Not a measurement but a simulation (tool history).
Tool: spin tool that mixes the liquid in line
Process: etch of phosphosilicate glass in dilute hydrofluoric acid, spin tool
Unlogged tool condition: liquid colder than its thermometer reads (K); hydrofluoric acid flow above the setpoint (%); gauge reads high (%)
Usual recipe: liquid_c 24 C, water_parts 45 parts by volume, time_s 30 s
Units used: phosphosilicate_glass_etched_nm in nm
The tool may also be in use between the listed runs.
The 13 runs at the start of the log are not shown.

| run | hour | liquid_c | water_parts | time_s | wafers since the last listed run | hours since the thermometer was replaced | hours since the hydrofluoric acid flow meter was replaced | hours since the gauge calibration | read-back film thickness of the phosphosilicate glass reference wafer, read on the same gauge (nm) | phosphosilicate_glass_etched_nm |
|---|---|---|---|---|---|---|---|---|---|---|
|  | 988.4 | thermometer replaced |
| 14 | 1021.5 | 21.5 | 65 | 15 | 804 | 33.1 | 1184.8 | 922.5 | 100.01 | 42.42 |
| 15 | 1089.6 | 19.5 | 45 | 20 | 957 | 101.2 | 1252.9 | 990.6 | 100.01 | 76.75 |
| 16 | 1149.3 | 25.5 | 40 | 15 | 839 | 160.9 | 1312.6 | 1050.3 | 100 | 84.34 |
| 17 | 1205.7 | 24 | 40 | 35 | 793 | 217.3 | 1369 | 1106.7 | 100 | 186.44 |
| 18 | 1280.8 | 28 | 60 | 40 | 1055 | 292.4 | 1444.1 | 1181.8 | 100 | 160.97 |
| 19 | 1319.9 | 27 | 35 | 35 | 549 | 331.5 | 1483.2 | 1220.9 | 99.98 | 241.52 |
| 20 | 1410.2 | 24 | 45 | 30 | 1269 | 421.8 | 1573.5 | 1311.2 | 100.01 | 140.98 |
| 21 | 1452.1 | 25.5 | 30 | 15 | 589 | 463.7 | 1615.4 | 1353.1 | 100 | 114.48 |
| 22 | 1488.2 | 24 | 45 | 30 | 507 | 499.8 | 1651.5 | 1389.2 | 100.01 | 140.71 |
| 23 | 1537.4 | 24 | 55 | 25 | 691 | 549 | 1700.7 | 1438.4 | 99.98 | 94.21 |
|  | 1541.1 | hydrofluoric acid flow meter replaced |
| 24 | 1602 | 24 | 25 | 35 | 894 | 613.6 | 60.9 | 1503 | 100.02 | 296.04 |
| 25 | 1667 | 24 | 45 | 30 | 913 | 678.6 | 125.9 | 1568 | 99.98 | 137.57 |
| 26 | 1714.8 | 24 | 30 | 30 | 672 | 726.4 | 173.7 | 1615.8 | 99.99 | 209.35 |
| 27 | 1771.7 | 24 | 50 | 40 | 800 | 783.3 | 230.6 | 1672.7 | 100 | 163.01 |
| 28 | 1844.7 | 24 | 45 | 30 | 1026 | 856.3 | 303.6 | 1745.7 | 99.99 | 137.33 |
| 29 | 1919.5 | 22.5 | 40 | 40 | 1051 | 931.1 | 378.4 | 1820.5 | 99.99 | 192.89 |
| 30 | 1988 | 24 | 45 | 40 | 963 | 999.6 | 446.9 | 1889 | 100 | 183.21 |
| 31 | 2028.8 | 27 | 55 | 20 | 573 | 1040.4 | 487.7 | 1929.8 | 99.99 | 82.9 |
| 32 | 2118.3 | 24 | 45 | 30 | 1258 | 1129.9 | 577.2 | 2019.3 | 99.99 | 135.27 |
| 33 | 2170.2 | 24 | 45 | 45 | 729 | 1181.8 | 629.1 | 2071.2 | 100 | 206.2 |

3 ways to go on from here, each from the tool as it stands after run 33. What would each give?
| A | 2170.6 | 24 | 45 | 50 | 5 | 1182.2 | 629.5 | 2071.6 | ? | ? |
| B | 2170.6 | 22.5 | 30 | 45 | 5 | 1182.2 | 629.5 | 2071.6 | ? | ? |
| C | 2170.6 | 19.5 | 65 | 50 | 5 | 1182.2 | 629.5 | 2071.6 | ? | ? |

| run | read-back film thickness of the phosphosilicate glass reference wafer, read on the same gauge (nm) | phosphosilicate_glass_etched_nm |
|---|---|---|
| A | 100.01 | 229.06 |
| B | 100.01 | 296.04 |
| C | 100.01 | 128.16 |
Without the tool's unlogged condition, the same runs would have read:
| run | phosphosilicate_glass_etched_nm |
|---|---|
| A | 230.32 |
| B | 297.84 |
| C | 128.89 |

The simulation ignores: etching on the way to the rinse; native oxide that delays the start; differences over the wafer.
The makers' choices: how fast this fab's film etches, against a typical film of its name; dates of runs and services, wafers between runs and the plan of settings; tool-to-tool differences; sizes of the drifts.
